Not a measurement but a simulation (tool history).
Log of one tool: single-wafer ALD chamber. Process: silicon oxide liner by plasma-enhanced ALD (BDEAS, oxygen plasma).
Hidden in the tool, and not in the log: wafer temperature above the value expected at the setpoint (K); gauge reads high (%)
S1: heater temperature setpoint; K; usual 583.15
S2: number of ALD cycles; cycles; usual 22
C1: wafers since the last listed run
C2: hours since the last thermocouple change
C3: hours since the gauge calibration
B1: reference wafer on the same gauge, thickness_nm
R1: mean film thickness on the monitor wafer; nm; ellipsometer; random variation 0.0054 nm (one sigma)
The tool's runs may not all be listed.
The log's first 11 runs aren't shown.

At day 35.079: gauge calibrated.
Run 12, day 36.029: usual settings; C1 618; C2 475.4; C3 22.8; B1 2.011. Result: R1 2.142 nm.
Run 13, day 39.892: usual settings but S2 21 cycles; C1 1408; C2 568.1; C3 115.5; B1 2.01. Result: R1 2.041 nm.
Run 14, day 43.025: usual settings but S1 576.15 K; C1 1142; C2 643.3; C3 190.7; B1 2.011. Result: R1 2.162 nm.
Run 15, day 47.246: usual settings but S1 576.15 K; C1 1538; C2 744.6; C3 292; B1 2.009. Result: R1 2.164 nm.
Run 16, day 50.117: usual settings but S2 23 cycles; C1 1046; C2 813.5; C3 360.9; B1 2.009. Result: R1 2.228 nm.
Run 17, day 53.533: usual settings but S1 596.15 K, S2 26 cycles; C1 1245; C2 895.5; C3 442.9; B1 2.011. Result: R1 2.472 nm.
Run 18, day 55.296: usual settings; C1 642; C2 937.8; C3 485.2; B1 2.011. Result: R1 2.135 nm.
Run 19, day 56.979: usual settings but S1 595.15 K, S2 26 cycles; C1 613; C2 978.2; C3 525.6; B1 2.01. Result: R1 2.486 nm.
At day 57.946: thermocouple changed; heater temperature recalibrated.
Run 20, day 58.988: usual settings but S1 576.15 K, S2 20 cycles; C1 610; C2 25; C3 573.8; B1 2.012. Result: R1 1.983 nm.
Run 21, day 62.3: usual settings but S1 595.15 K, S2 19 cycles; C1 1207; C2 104.5; C3 653.3; B1 2.01. Result: R1 1.83 nm.
Run 22, day 65.458: usual settings; C1 1151; C2 180.3; C3 729.1; B1 2.009. Result: R1 2.145 nm.
Run 23, day 68.35: usual settings but S1 568.15 K, S2 20 cycles; C1 1054; C2 249.7; C3 798.5; B1 2.007. Result: R1 2.002 nm.
Run 24, day 72.054: usual settings but S1 590.15 K; C1 1350; C2 338.6; C3 887.4; B1 2.009. Result: R1 2.121 nm.
Run 25, day 75.533: usual settings; C1 1268; C2 422.1; C3 970.9; B1 2.01. Result: R1 2.136 nm.
Run 26, day 77.225: usual settings but S1 569.15 K, S2 23 cycles; C1 616; C2 462.7; C3 1011.5; B1 2.009. Result: R1 2.293 nm.
Run 27, day 80.121: usual settings but S1 595.15 K, S2 24 cycles; C1 1055; C2 532.2; C3 1081; B1 2.011. Result: R1 2.295 nm.
Run 28, day 82.646: usual settings but S1 574.15 K, S2 20 cycles; C1 920; C2 592.8; C3 1141.6; B1 2.01. Result: R1 1.98 nm.
Run 29, day 85.25: usual settings but S1 592.15 K; C1 949; C2 655.3; C3 1204.1; B1 2.012. Result: R1 2.102 nm.
Run 30, day 87.362: usual settings but S1 591.15 K, S2 18 cycles; C1 770; C2 706; C3 1254.8; B1 2.01. Result: R1 1.728 nm.
Run 31, day 89.988: usual settings but S1 591.15 K, S2 20 cycles; C1 956; C2 769; C3 1317.8; B1 2.01. Result: R1 1.909 nm.
Run 32, day 94.15: usual settings but S1 568.15 K, S2 25 cycles; C1 1517; C2 868.9; C3 1417.7; B1 2.009. Result: R1 2.491 nm.
Run 33, day 96: usual settings but S2 18 cycles; C1 674; C2 913.3; C3 1462.1; B1 2.011. Result: R1 1.743 nm.

Forecast each of these 3 alternatives for the next run:
Run A, day 96.017: usual settings; C1 6; C2 913.7; C3 1462.5; B1 ?. Result: R1 ?.
Run B, day 96.017: usual settings but S1 577.15 K, S2 25 cycles; C1 6; C2 913.7; C3 1462.5; B1 ?. Result: R1 ?.
Run C, day 96.017: usual settings but S1 594.15 K, S2 21 cycles; C1 6; C2 913.7; C3 1462.5; B1 ?. Result: R1 ?.

run    B1     R1
  A  2.01  2.135
  B  2.01  2.449
  C  2.01  2.003
Without the tool's hidden state the same runs would have given:
run     R1
  A  2.156
  B  2.473
  C  2.023
